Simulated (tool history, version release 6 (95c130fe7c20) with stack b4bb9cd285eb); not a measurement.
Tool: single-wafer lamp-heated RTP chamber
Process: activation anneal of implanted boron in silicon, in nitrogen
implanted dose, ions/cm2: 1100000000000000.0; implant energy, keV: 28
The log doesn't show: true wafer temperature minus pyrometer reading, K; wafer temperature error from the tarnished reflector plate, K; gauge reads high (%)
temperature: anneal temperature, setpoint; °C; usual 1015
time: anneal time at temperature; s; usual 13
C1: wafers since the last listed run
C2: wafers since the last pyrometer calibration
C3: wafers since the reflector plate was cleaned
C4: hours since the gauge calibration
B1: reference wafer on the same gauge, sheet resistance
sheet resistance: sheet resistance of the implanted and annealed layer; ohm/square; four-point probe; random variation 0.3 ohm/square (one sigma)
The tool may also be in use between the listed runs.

{"run": 1, "hour": 0.0, "temperature": 1036, "time": 13, "C1": 0, "C2": 2648, "C3": 8301, "C4": 549.4, "B1": 100.96, "sheet resistance": 111.45}
{"run": 2, "hour": 72.6, "temperature": 1015, "time": 13, "C1": 1129, "C2": 3777, "C3": 9430, "C4": 622.0, "B1": 101.02, "sheet resistance": 112.92}
{"run": 3, "hour": 131.2, "temperature": 1015, "time": 13, "C1": 911, "C2": 4688, "C3": 10341, "C4": 680.6, "B1": 100.95, "sheet resistance": 112.9}
{"run": 4, "hour": 191.4, "temperature": 1015, "time": 15, "C1": 936, "C2": 5624, "C3": 11278, "C4": 740.8, "B1": 101.04, "sheet resistance": 112.81}
{"hour": 259.3, "done": "pyrometer window cleaned and pyrometer calibrated"}
{"run": 5, "hour": 260.9, "temperature": 1015, "time": 15, "C1": 956, "C2": 24, "C3": 12234, "C4": 810.3, "B1": 101.06, "sheet resistance": 113.32}
{"run": 6, "hour": 340.0, "temperature": 999, "time": 13, "C1": 1230, "C2": 1254, "C3": 13464, "C4": 889.4, "B1": 101.04, "sheet resistance": 116.99}
{"run": 7, "hour": 404.3, "temperature": 999, "time": 13, "C1": 1000, "C2": 2254, "C3": 14464, "C4": 953.7, "B1": 101.01, "sheet resistance": 117.56}
{"hour": 464.0, "done": "reflector plate cleaned"}
{"run": 8, "hour": 511.5, "temperature": 1015, "time": 13, "C1": 1542, "C2": 3797, "C3": 739, "C4": 1060.9, "B1": 101.03, "sheet resistance": 113.84}
{"run": 9, "hour": 554.0, "temperature": 1015, "time": 13, "C1": 660, "C2": 4458, "C3": 1400, "C4": 1103.4, "B1": 100.93, "sheet resistance": 113.1}
{"run": 10, "hour": 613.2, "temperature": 1015, "time": 13, "C1": 920, "C2": 5379, "C3": 2320, "C4": 1162.6, "B1": 100.89, "sheet resistance": 113.17}
{"run": 11, "hour": 649.2, "temperature": 1015, "time": 13, "C1": 559, "C2": 5939, "C3": 2880, "C4": 1198.6, "B1": 100.92, "sheet resistance": 112.57}
{"hour": 676.0, "done": "pyrometer window cleaned and pyrometer calibrated"}
{"run": 12, "hour": 718.4, "temperature": 1015, "time": 13, "C1": 951, "C2": 659, "C3": 3832, "C4": 1267.8, "B1": 100.97, "sheet resistance": 111.87}
{"run": 13, "hour": 754.8, "temperature": 1015, "time": 13, "C1": 566, "C2": 1225, "C3": 4398, "C4": 1304.2, "B1": 101.02, "sheet resistance": 112.44}
{"run": 14, "hour": 830.8, "temperature": 1015, "time": 10, "C1": 1181, "C2": 2407, "C3": 5580, "C4": 1380.2, "B1": 100.97, "sheet resistance": 112.5}
{"hour": 847.6, "done": "gauge calibrated"}
{"run": 15, "hour": 899.0, "temperature": 1025, "time": 16, "C1": 1060, "C2": 3468, "C3": 6641, "C4": 51.4, "B1": 101.05, "sheet resistance": 111.02}
{"run": 16, "hour": 952.9, "temperature": 1015, "time": 7, "C1": 838, "C2": 4306, "C3": 7479, "C4": 105.3, "B1": 101.05, "sheet resistance": 112.78}
{"run": 17, "hour": 999.0, "temperature": 1007, "time": 19, "C1": 716, "C2": 5023, "C3": 8196, "C4": 151.4, "B1": 101.07, "sheet resistance": 112.55}
{"hour": 1059.5, "done": "pyrometer window cleaned and pyrometer calibrated, repeated, since the last time left the tool worse"}
{"run": 18, "hour": 1080.4, "temperature": 1024, "time": 6, "C1": 1141, "C2": 325, "C3": 9337, "C4": 232.8, "B1": 101.01, "sheet resistance": 113.39}

Run 19 comes next. What will it give?
{"run": 19, "hour": 1184.9, "temperature": 1015, "time": 13, "C1": 1625, "C2": 1950, "C3": 10963, "C4": 337.3, "B1": "?", "sheet resistance": "?"}

B1: 100.97
sheet resistance: 113.51 ohm/square
Without the tool's hidden state the same run would have given sheet resistance 113.63 ohm/square.
